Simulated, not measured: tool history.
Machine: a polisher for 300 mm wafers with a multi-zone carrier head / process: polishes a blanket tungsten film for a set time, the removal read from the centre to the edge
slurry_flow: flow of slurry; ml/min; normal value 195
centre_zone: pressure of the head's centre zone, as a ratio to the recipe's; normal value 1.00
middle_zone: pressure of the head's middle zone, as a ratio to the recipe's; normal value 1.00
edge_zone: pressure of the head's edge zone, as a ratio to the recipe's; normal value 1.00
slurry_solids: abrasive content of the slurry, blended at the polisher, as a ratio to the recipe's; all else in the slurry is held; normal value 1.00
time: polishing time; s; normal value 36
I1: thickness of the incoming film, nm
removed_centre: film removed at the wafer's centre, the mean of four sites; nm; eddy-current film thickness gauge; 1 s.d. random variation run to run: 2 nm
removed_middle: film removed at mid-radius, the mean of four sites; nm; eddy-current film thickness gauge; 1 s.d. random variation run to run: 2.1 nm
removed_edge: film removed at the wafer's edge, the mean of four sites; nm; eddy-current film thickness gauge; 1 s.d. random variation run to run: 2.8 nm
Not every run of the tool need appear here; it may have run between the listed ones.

run 1 hour=0.0 | slurry_flow=195 centre_zone=1.00 middle_zone=1.00 edge_zone=1.00 slurry_solids=1.00 time=36 | I1=619.8 | removed_centre=205.9 removed_middle=228.8 removed_edge=230.9
-- hour=10.7 centre zone pressure recalibrated
-- hour=255.1 edge zone pressure recalibrated
run 2 hour=276.1 | slurry_flow=195 centre_zone=1.00 middle_zone=1.00 edge_zone=1.00 slurry_solids=1.00 time=36 | I1=627.1 | removed_centre=211.4 removed_middle=231.0 removed_edge=230.9
run 3 hour=361.8 | slurry_flow=195 centre_zone=1.00 middle_zone=1.00 edge_zone=1.00 slurry_solids=1.00 time=36 | I1=633.7 | removed_centre=206.1 removed_middle=233.4 removed_edge=224.5
-- hour=369.5 worn pad replaced by a new one
-- hour=435.4 slurry nozzle cleaned
run 4 hour=449.0 | slurry_flow=195 centre_zone=1.00 middle_zone=1.00 edge_zone=1.00 slurry_solids=1.00 time=28 | I1=640.2 | removed_centre=162.2 removed_middle=177.4 removed_edge=180.6
run 5 hour=576.4 | slurry_flow=195 centre_zone=1.00 middle_zone=1.00 edge_zone=1.00 slurry_solids=1.00 time=28 | I1=625.2 | removed_centre=164.1 removed_middle=180.0 removed_edge=175.3
run 6 hour=658.1 | slurry_flow=195 centre_zone=1.00 middle_zone=1.00 edge_zone=1.00 slurry_solids=1.00 time=28 | I1=638.9 | removed_centre=161.7 removed_middle=176.7 removed_edge=175.9
run 7 hour=717.2 | slurry_flow=195 centre_zone=1.00 middle_zone=1.00 edge_zone=1.00 slurry_solids=1.00 time=36 | I1=641.2 | removed_centre=205.9 removed_middle=227.9 removed_edge=229.3
-- hour=749.2 centre zone pressure recalibrated
-- hour=811.0 worn pad replaced by a new one
-- hour=939.4 slurry nozzle cleaned
run 8 hour=1011.3 | slurry_flow=195 centre_zone=1.00 middle_zone=1.00 edge_zone=1.00 slurry_solids=1.00 time=36 | I1=620.9 | removed_centre=211.9 removed_middle=229.2 removed_edge=231.5
run 9 hour=1108.6 | slurry_flow=195 centre_zone=1.00 middle_zone=1.00 edge_zone=1.00 slurry_solids=1.00 time=36 | I1=625.0 | removed_centre=209.2 removed_middle=228.9 removed_edge=230.8
run 10 hour=1145.7 | slurry_flow=195 centre_zone=1.00 middle_zone=1.00 edge_zone=1.00 slurry_solids=1.00 time=36 | I1=626.9 | removed_centre=207.7 removed_middle=230.2 removed_edge=230.6
-- hour=1175.9 worn pad replaced by a new one
run 11 hour=1230.7 | slurry_flow=195 centre_zone=1.00 middle_zone=1.00 edge_zone=1.00 slurry_solids=1.00 time=49 | I1=634.0 | removed_centre=278.6 removed_middle=318.5 removed_edge=313.7
-- hour=1312.0 edge zone pressure recalibrated
run 12 hour=1312.5 | slurry_flow=195 centre_zone=1.00 middle_zone=1.00 edge_zone=1.00 slurry_solids=1.00 time=36 | I1=628.9 | removed_centre=205.0 removed_middle=229.6 removed_edge=230.6
-- hour=1389.2 carrier head's membrane replaced by a new one
run 13 hour=1418.4 | slurry_flow=195 centre_zone=1.00 middle_zone=1.00 edge_zone=1.00 slurry_solids=1.00 time=36 | I1=632.3 | removed_centre=205.6 removed_middle=228.6 removed_edge=234.6
-- hour=1430.6 slurry nozzle cleaned
run 14 hour=1477.7 | slurry_flow=195 centre_zone=1.00 middle_zone=1.04 edge_zone=1.00 slurry_solids=1.00 time=36 | I1=628.0 | removed_centre=204.1 removed_middle=239.6 removed_edge=226.0
run 15 hour=1527.0 | slurry_flow=220 centre_zone=1.09 middle_zone=1.00 edge_zone=1.10 slurry_solids=1.00 time=47 | I1=630.6 | removed_centre=300.4 removed_middle=309.5 removed_edge=315.0
-- hour=1559.7 worn pad replaced by a new one
-- hour=1570.0 centre zone pressure recalibrated
run 16 hour=1599.7 | slurry_flow=195 centre_zone=1.00 middle_zone=1.00 edge_zone=1.00 slurry_solids=1.00 time=36 | I1=629.4 | removed_centre=221.4 removed_middle=233.0 removed_edge=229.9
run 17 hour=1775.7 | slurry_flow=195 centre_zone=1.00 middle_zone=1.00 edge_zone=1.00 slurry_solids=1.20 time=36 | I1=635.5 | removed_centre=221.5 removed_middle=238.3 removed_edge=239.2
run 18 hour=1827.0 | slurry_flow=195 centre_zone=1.11 middle_zone=1.00 edge_zone=0.97 slurry_solids=1.00 time=36 | I1=636.4 | removed_centre=235.2 removed_middle=231.6 removed_edge=224.8
-- hour=1874.7 slurry nozzle cleaned
run 19 hour=1893.1 | slurry_flow=195 centre_zone=0.93 middle_zone=1.07 edge_zone=1.00 slurry_solids=1.00 time=26 | I1=626.0 | removed_centre=138.3 removed_middle=175.3 removed_edge=167.2
run 20 hour=1955.3 | slurry_flow=160 centre_zone=1.00 middle_zone=1.00 edge_zone=1.11 slurry_solids=0.85 time=29 | I1=636.7 | removed_centre=156.9 removed_middle=171.3 removed_edge=183.2
-- hour=1981.5 worn pad replaced by a new one
run 21 hour=2040.0 | slurry_flow=195 centre_zone=1.06 middle_zone=1.00 edge_zone=1.00 slurry_solids=1.00 time=36 | I1=631.1 | removed_centre=220.5 removed_middle=226.1 removed_edge=230.9

3 ways to go on from here, each from the tool as it stands after run 21. What would each give?
run A hour=2040.4 | slurry_flow=195 centre_zone=1.00 middle_zone=1.00 edge_zone=1.00 slurry_solids=1.00 time=36 | I1=628.7 | removed_centre=? removed_middle=? removed_edge=?
run B hour=2040.4 | slurry_flow=195 centre_zone=1.00 middle_zone=0.93 edge_zone=1.07 slurry_solids=0.90 time=46 | I1=628.7 | removed_centre=? removed_middle=? removed_edge=?
run C hour=2040.4 | slurry_flow=195 centre_zone=1.00 middle_zone=0.91 edge_zone=1.00 slurry_solids=1.00 time=36 | I1=628.7 | removed_centre=? removed_middle=? removed_edge=?

run=A removed_centre=205.6 removed_middle=233.8 removed_edge=229.5
run=B removed_centre=256.6 removed_middle=274.7 removed_edge=295.7
run=C removed_centre=205.4 removed_middle=216.0 removed_edge=229.8
What these runs would have given with no unlogged condition in the tool:
run=A removed_centre=223.5 removed_middle=233.7 removed_edge=229.5
run=B removed_centre=279.1 removed_middle=274.6 removed_edge=295.7
run=C removed_centre=223.4 removed_middle=215.9 removed_edge=229.8
